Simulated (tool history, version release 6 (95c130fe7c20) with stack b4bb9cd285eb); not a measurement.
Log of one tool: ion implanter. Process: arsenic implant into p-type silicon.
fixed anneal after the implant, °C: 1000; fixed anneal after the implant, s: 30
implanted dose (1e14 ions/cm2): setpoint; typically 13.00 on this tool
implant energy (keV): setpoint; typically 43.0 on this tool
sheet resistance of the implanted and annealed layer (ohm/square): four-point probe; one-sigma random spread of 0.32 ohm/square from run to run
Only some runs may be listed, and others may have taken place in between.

run	hour	implanted dose (1e14 ions/cm2)	implant energy (keV)	read-back reference wafer on the same gauge, sheet resistance	sheet resistance of the implanted and annealed layer (ohm/square)
1	0.0	11.89	43.0	91.94	104.16
2	66.3	13.00	43.0	91.91	98.82
3	111.0	13.00	43.0	91.93	99.34
4	151.0	13.00	43.0	91.94	98.39
5	207.1	13.00	43.0	91.97	99.24
6	269.8	13.00	43.0	91.88	99.50
# hour 301.2: gauge calibrated
7	304.3	13.00	43.0	91.90	99.30
8	332.4	13.00	43.0	91.86	99.79
9	397.9	13.00	43.0	91.91	99.06
10	428.3	13.00	43.0	91.91	99.57
11	494.9	13.00	43.0	91.97	99.77
12	524.0	13.00	43.0	91.92	99.09
13	556.2	9.91	43.0	91.86	117.96
# hour 617.7: Faraday cup replaced and dose calibrated
14	621.2	9.91	43.0	91.79	115.65
15	667.7	9.91	43.0	91.83	115.46
16	732.4	13.00	43.0	91.94	98.28
17	781.5	9.12	53.0	91.90	118.97
18	841.0	16.52	37.5	91.87	90.42
19	875.9	13.00	28.0	91.83	108.75
20	906.3	15.41	48.0	91.96	86.60
# hour 926.4: gauge calibrated
21	938.7	11.51	43.0	91.93	104.40
# hour 955.8: extraction supply calibrated
22	990.5	11.02	29.5	91.98	116.89
23	1030.7	15.78	43.0	91.98	88.28
24	1102.3	13.00	43.0	91.86	97.73
25	1135.2	11.16	33.0	91.94	113.59
26	1203.1	13.00	43.0	91.82	97.97
27	1259.4	11.19	37.0	91.91	110.35
28	1284.1	9.24	29.0	91.95	130.91
29	1353.8	13.00	43.0	91.92	97.77
30	1378.8	14.85	33.5	91.96	98.12

Hidden state, per run?
deviation of the true energy from its setpoint, %: 0 on each run
gauge reads high (%): 0 on each run
H1: deviation of the true dose from the Faraday cup's reading, %
run	H1
1	-1.84
2	-2.01
3	-2.13
4	-2.24
5	-2.4
6	-2.58
7	-2.69
8	-2.77
9	-2.98
10	-3.08
11	-3.3
12	-3.4
13	-3.51
14	0.298
15	0.296
16	0.286
17	0.273
18	0.252
19	0.236
20	0.221
21	0.203
22	0.169
23	0.14
24	0.0802
25	0.0496
26	-0.02
27	-0.0842
28	-0.114
29	-0.205
30	-0.24
